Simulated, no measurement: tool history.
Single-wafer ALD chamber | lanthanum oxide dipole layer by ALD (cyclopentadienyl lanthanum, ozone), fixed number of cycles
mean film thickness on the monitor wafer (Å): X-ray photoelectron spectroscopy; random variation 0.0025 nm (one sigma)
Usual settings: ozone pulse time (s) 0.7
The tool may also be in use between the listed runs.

| run | hour | ozone pulse time (s) | wafers since the last listed run | hours since the last thermocouple change | hours since the last ozone generator service | hours since the showerhead was replaced | hours since the gauge calibration | read-back reference wafer on the same gauge, thickness_nm | mean film thickness on the monitor wafer (Å) |
|---|---|---|---|---|---|---|---|---|---|
| 1 | 0 | 0.7 | 0 | 922.8 | 864.9 | 4545 | 302.5 | 0.378 | 3.99 |
| 2 | 25 | 0.7 | 458 | 947.8 | 889.9 | 4570 | 327.5 | 0.378 | 3.97 |
| 3 | 49.3 | 0.7 | 445 | 972.1 | 914.2 | 4594.3 | 351.8 | 0.378 | 3.94 |
| 4 | 83 | 0.7 | 618 | 1005.8 | 947.9 | 4628 | 385.5 | 0.377 | 3.95 |
| 5 | 117.8 | 0.59 | 638 | 1040.6 | 982.7 | 4662.8 | 420.3 | 0.378 | 3.45 |
| 6 | 149.7 | 0.64 | 585 | 1072.5 | 1014.6 | 4694.7 | 452.2 | 0.379 | 3.69 |
| 7 | 163.4 | 0.64 | 251 | 1086.2 | 1028.3 | 4708.4 | 465.9 | 0.378 | 3.63 |
| 8 | 176.8 | 0.7 | 245 | 1099.6 | 1041.7 | 4721.8 | 479.3 | 0.377 | 3.97 |
| 9 | 209.2 | 0.7 | 594 | 1132 | 1074.1 | 4754.2 | 511.7 | 0.377 | 3.93 |
| 10 | 231.9 | 0.63 | 416 | 1154.7 | 1096.8 | 4776.9 | 534.4 | 0.379 | 3.65 |
|  | 243.7 | gauge calibrated |
| 11 | 259.7 | 0.5 | 510 | 1182.5 | 1124.6 | 4804.7 | 16 | 0.379 | 2.86 |
| 12 | 275.7 | 0.7 | 293 | 1198.5 | 1140.6 | 4820.7 | 32 | 0.378 | 3.91 |
|  | 294.7 | thermocouple changed; heater temperature recalibrated |
| 13 | 295.2 | 0.45 | 211 | 0.5 | 1160.1 | 4840.2 | 51.5 | 0.379 | 2.5 |
|  | 323.6 | showerhead replaced, of another model than before |
| 14 | 325.2 | 0.9 | 403 | 30.5 | 1190.1 | 1.6 | 81.5 | 0.379 | 4.62 |
|  | 340 | ozone generator serviced |
| 15 | 355.7 | 0.5 | 412 | 61 | 15.7 | 32.1 | 112 | 0.377 | 3.66 |
| 16 | 373 | 0.56 | 317 | 78.3 | 33 | 49.4 | 129.3 | 0.379 | 3.9 |
| 17 | 448.2 | 0.54 | 1379 | 153.5 | 108.2 | 124.6 | 204.5 | 0.379 | 3.72 |
| 18 | 462.4 | 0.92 | 260 | 167.7 | 122.4 | 138.8 | 218.7 | 0.378 | 4.86 |
| 19 | 484.7 | 0.8 | 409 | 190 | 144.7 | 161.1 | 241 | 0.377 | 4.59 |
| 20 | 509.5 | 0.81 | 455 | 214.8 | 169.5 | 185.9 | 265.8 | 0.378 | 4.62 |
| 21 | 527.6 | 0.7 | 332 | 232.9 | 187.6 | 204 | 283.9 | 0.378 | 4.24 |

Measured less the same run without the tool's hidden state. The same run-to-run variation is in both; the gauge's scatter may not be:
The hidden state here: wafer temperature above the value expected at the setpoint (K); ozone dose above that of a generator just serviced (%); gauge reads high (%).
| run | mean film thickness on the monitor wafer (Å) |
|---|---|
| 1 | -0.45 |
| 2 | -0.46 |
| 3 | -0.46 |
| 4 | -0.46 |
| 5 | -0.49 |
| 6 | -0.48 |
| 7 | -0.48 |
| 8 | -0.47 |
| 9 | -0.48 |
| 10 | -0.49 |
| 11 | -0.48 |
| 12 | -0.49 |
| 13 | -0.46 |
| 14 | -0.3 |
| 15 | -0.05 |
| 16 | -0.06 |
| 17 | -0.11 |
| 18 | -0.1 |
| 19 | -0.12 |
| 20 | -0.13 |
| 21 | -0.14 |
